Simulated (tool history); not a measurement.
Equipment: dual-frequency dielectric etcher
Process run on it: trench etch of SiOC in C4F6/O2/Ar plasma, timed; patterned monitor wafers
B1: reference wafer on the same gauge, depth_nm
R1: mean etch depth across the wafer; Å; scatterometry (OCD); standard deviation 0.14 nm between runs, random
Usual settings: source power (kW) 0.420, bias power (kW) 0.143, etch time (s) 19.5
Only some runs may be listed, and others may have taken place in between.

run 1 hour=0.0 | source_power_(kW)=0.470 bias_power_(kW)=0.169 etch_time_(s)=19.5 | B1=35.69 | R1=399.4
-- hour=26.7 gauge calibrated
run 2 hour=34.5 | source_power_(kW)=0.470 bias_power_(kW)=0.169 etch_time_(s)=19.5 | B1=35.67 | R1=399.4
run 3 hour=68.1 | source_power_(kW)=0.400 bias_power_(kW)=0.143 etch_time_(s)=22.0 | B1=35.70 | R1=402.2
run 4 hour=81.0 | source_power_(kW)=0.420 bias_power_(kW)=0.135 etch_time_(s)=21.0 | B1=35.70 | R1=389.3
run 5 hour=101.2 | source_power_(kW)=0.420 bias_power_(kW)=0.143 etch_time_(s)=19.5 | B1=35.71 | R1=365.3
run 6 hour=114.0 | source_power_(kW)=0.390 bias_power_(kW)=0.143 etch_time_(s)=19.5 | B1=35.70 | R1=352.3
-- hour=128.1 source power generator calibrated
run 7 hour=128.6 | source_power_(kW)=0.420 bias_power_(kW)=0.143 etch_time_(s)=19.5 | B1=35.71 | R1=362.9
-- hour=162.0 wet clean of the chamber
run 8 hour=194.6 | source_power_(kW)=0.420 bias_power_(kW)=0.132 etch_time_(s)=19.5 | B1=35.71 | R1=351.8
run 9 hour=217.4 | source_power_(kW)=0.420 bias_power_(kW)=0.132 etch_time_(s)=19.5 | B1=35.72 | R1=349.1
run 10 hour=237.2 | source_power_(kW)=0.420 bias_power_(kW)=0.143 etch_time_(s)=23.5 | B1=35.71 | R1=427.6
-- hour=256.2 bias power generator calibrated
run 11 hour=271.8 | source_power_(kW)=0.330 bias_power_(kW)=0.133 etch_time_(s)=19.5 | B1=35.75 | R1=306.1
run 12 hour=289.2 | source_power_(kW)=0.340 bias_power_(kW)=0.143 etch_time_(s)=19.5 | B1=35.71 | R1=317.1
run 13 hour=301.4 | source_power_(kW)=0.420 bias_power_(kW)=0.143 etch_time_(s)=19.5 | B1=35.68 | R1=353.5
run 14 hour=331.7 | source_power_(kW)=0.420 bias_power_(kW)=0.143 etch_time_(s)=19.5 | B1=35.68 | R1=353.0
run 15 hour=361.5 | source_power_(kW)=0.420 bias_power_(kW)=0.143 etch_time_(s)=22.5 | B1=35.74 | R1=406.7
-- hour=420.9 wet clean of the chamber, repeated, since the last time left the tool worse
run 16 hour=421.4 | source_power_(kW)=0.420 bias_power_(kW)=0.129 etch_time_(s)=19.5 | B1=35.73 | R1=369.1
run 17 hour=427.2 | source_power_(kW)=0.420 bias_power_(kW)=0.114 etch_time_(s)=19.5 | B1=35.69 | R1=361.4

Run 18 is up next; what results do you expect?
run 18 hour=441.5 | source_power_(kW)=0.420 bias_power_(kW)=0.143 etch_time_(s)=19.5 | B1=? | R1=?

B1: 35.71
R1: 376.3 Å
If the tool had no hidden condition, the same run with the same run-to-run variation would have returned R1 376.7 Å.
